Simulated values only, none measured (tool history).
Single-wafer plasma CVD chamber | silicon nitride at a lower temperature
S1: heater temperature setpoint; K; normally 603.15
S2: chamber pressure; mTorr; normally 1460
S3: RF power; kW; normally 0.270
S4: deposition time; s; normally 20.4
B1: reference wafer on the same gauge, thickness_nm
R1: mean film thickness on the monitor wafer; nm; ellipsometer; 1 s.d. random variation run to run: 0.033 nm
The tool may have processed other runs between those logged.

{"run": 1, "hour": 0.0, "S1": 592.15, "S2": 1460, "S3": 0.235, "S4": 20.4, "B1": 25.193, "R1": 18.624}
{"run": 2, "hour": 10.5, "S1": 592.15, "S2": 1460, "S3": 0.235, "S4": 20.4, "B1": 25.211, "R1": 18.648}
{"run": 3, "hour": 21.8, "S1": 603.15, "S2": 1460, "S3": 0.27, "S4": 20.4, "B1": 25.195, "R1": 20.52}
{"run": 4, "hour": 33.3, "S1": 603.15, "S2": 1460, "S3": 0.27, "S4": 20.4, "B1": 25.203, "R1": 20.461}
{"run": 5, "hour": 40.0, "S1": 603.15, "S2": 1460, "S3": 0.27, "S4": 20.4, "B1": 25.21, "R1": 20.515}
{"run": 6, "hour": 46.2, "S1": 603.15, "S2": 1460, "S3": 0.27, "S4": 23.3, "B1": 25.195, "R1": 23.438}
{"run": 7, "hour": 68.3, "S1": 603.15, "S2": 1460, "S3": 0.27, "S4": 23.3, "B1": 25.195, "R1": 23.327}
{"run": 8, "hour": 70.1, "S1": 603.15, "S2": 1460, "S3": 0.27, "S4": 23.3, "B1": 25.208, "R1": 23.37}
{"run": 9, "hour": 79.7, "S1": 603.15, "S2": 1460, "S3": 0.27, "S4": 18.8, "B1": 25.194, "R1": 18.834}
{"run": 10, "hour": 99.6, "S1": 603.15, "S2": 1320, "S3": 0.27, "S4": 18.3, "B1": 25.202, "R1": 19.245}
{"run": 11, "hour": 111.3, "S1": 614.15, "S2": 1240, "S3": 0.3, "S4": 17.3, "B1": 25.201, "R1": 19.205}
{"run": 12, "hour": 122.0, "S1": 603.15, "S2": 1110, "S3": 0.27, "S4": 20.4, "B1": 25.195, "R1": 20.925}
{"run": 13, "hour": 139.0, "S1": 598.15, "S2": 1120, "S3": 0.27, "S4": 18.5, "B1": 25.206, "R1": 18.954}
{"run": 14, "hour": 143.3, "S1": 603.15, "S2": 1650, "S3": 0.27, "S4": 22.6, "B1": 25.205, "R1": 24.743}
{"run": 15, "hour": 160.4, "S1": 603.15, "S2": 1340, "S3": 0.245, "S4": 20.4, "B1": 25.203, "R1": 20.026}
{"run": 16, "hour": 176.6, "S1": 603.15, "S2": 1460, "S3": 0.27, "S4": 20.4, "B1": 25.203, "R1": 21.838}
{"run": 17, "hour": 185.1, "S1": 603.15, "S2": 1580, "S3": 0.27, "S4": 22.9, "B1": 25.196, "R1": 24.768}
{"run": 18, "hour": 194.7, "S1": 603.15, "S2": 1460, "S3": 0.27, "S4": 20.4, "B1": 25.214, "R1": 21.847}

Withheld: 5 entries from between the runs. Position of each, and hidden state at the listed run before versus the listed run after:
Runs 6 to 7: showerhead replaced (hour 67.8)
  delivered RF power above the setpoint (%): -8.76 -> -8.96
  measured less the result without the state, R1: -1.547 -> -1.578 nm
Runs 9 to 10: RF generator calibrated (hour 99.1)
  delivered RF power above the setpoint (%): -9.07 -> -0.193
  measured less the result without the state, R1: -1.291 -> -0.026 nm
Runs 11 to 12: gauge calibrated (hour 112.5); capacitance manometer re-zeroed and calibrated (hour 121.5)
  the hidden state is the same at both runs
  measured less the result without the state, R1: -0.025 -> -0.028 nm
Runs 12 to 13: thermocouple changed; heater temperature recalibrated (hour 138.5)
  delivered RF power above the setpoint (%): -0.194 -> -0.197
  measured less the result without the state, R1: -0.028 -> -0.026 nm
